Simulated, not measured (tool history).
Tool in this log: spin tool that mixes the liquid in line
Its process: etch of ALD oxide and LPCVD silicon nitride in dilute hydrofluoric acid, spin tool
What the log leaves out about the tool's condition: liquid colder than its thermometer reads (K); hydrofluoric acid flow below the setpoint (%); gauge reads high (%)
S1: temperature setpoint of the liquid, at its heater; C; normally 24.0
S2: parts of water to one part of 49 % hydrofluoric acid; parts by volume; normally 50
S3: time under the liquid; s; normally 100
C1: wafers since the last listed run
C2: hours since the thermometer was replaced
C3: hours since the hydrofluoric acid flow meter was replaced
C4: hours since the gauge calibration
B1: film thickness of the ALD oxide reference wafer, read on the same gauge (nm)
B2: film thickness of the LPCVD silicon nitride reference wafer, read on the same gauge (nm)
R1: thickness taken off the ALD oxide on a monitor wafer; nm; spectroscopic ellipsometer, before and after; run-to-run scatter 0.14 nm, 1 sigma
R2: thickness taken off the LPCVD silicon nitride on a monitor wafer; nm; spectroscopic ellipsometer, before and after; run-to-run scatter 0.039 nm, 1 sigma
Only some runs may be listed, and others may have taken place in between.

run   hour    S1  S2   S3   C1      C2      C3     C4      B1      B2     R1     R2
  1    0.0  24.0  50  100    0  1095.5  1316.3  109.7  129.98  39.963  39.50  0.921
  2   33.8  24.0  50  100  258  1129.3  1350.1  143.5  129.97  40.011  39.72  0.906
  3   69.8  24.0  50  100  275  1165.3  1386.1  179.5  129.99  39.987  39.40  0.936
  4  107.0  24.0  50  100  284  1202.5  1423.3  216.7  130.00  40.016  39.37  0.879
  5  156.8  24.0  50  100  381  1252.3  1473.1  266.5  130.03  40.005  39.67  0.911
  6  190.5  24.0  50  100  257  1286.0  1506.8  300.2  129.98  39.997  39.44  0.881
  7  224.5  24.0  50  100  260  1320.0  1540.8  334.2  129.99  39.995  39.36  0.875
  8  287.6  24.0  50  100  482  1383.1  1603.9  397.3  130.02  39.991  39.22  0.922
  9  318.0  24.0  50  100  232  1413.5  1634.3  427.7  129.97  40.019  38.99  0.910
 10  373.6  24.0  50  100  425  1469.1  1689.9  483.3  130.02  40.016  39.16  0.932
 11  407.4  24.0  50   85  258  1502.9  1723.7  517.1  129.97  40.004  33.30  0.745
     421.4  -- hydrofluoric acid flow meter replaced
 12  466.1  24.0  50  125  441  1561.6    44.7  575.8  130.06  40.003  50.47  1.231

What will run 13 give?
     472.5  -- thermometer replaced
 13  525.4  19.5  30  100  446  52.9  104.0  635.1   ?   ?   ?   ?

B1: 130.00
B2: 39.972
R1: 57.29 nm
R2: 1.057 nm
Without the tool's hidden state the same run would have given R1 57.50 nm, R2 1.061 nm.
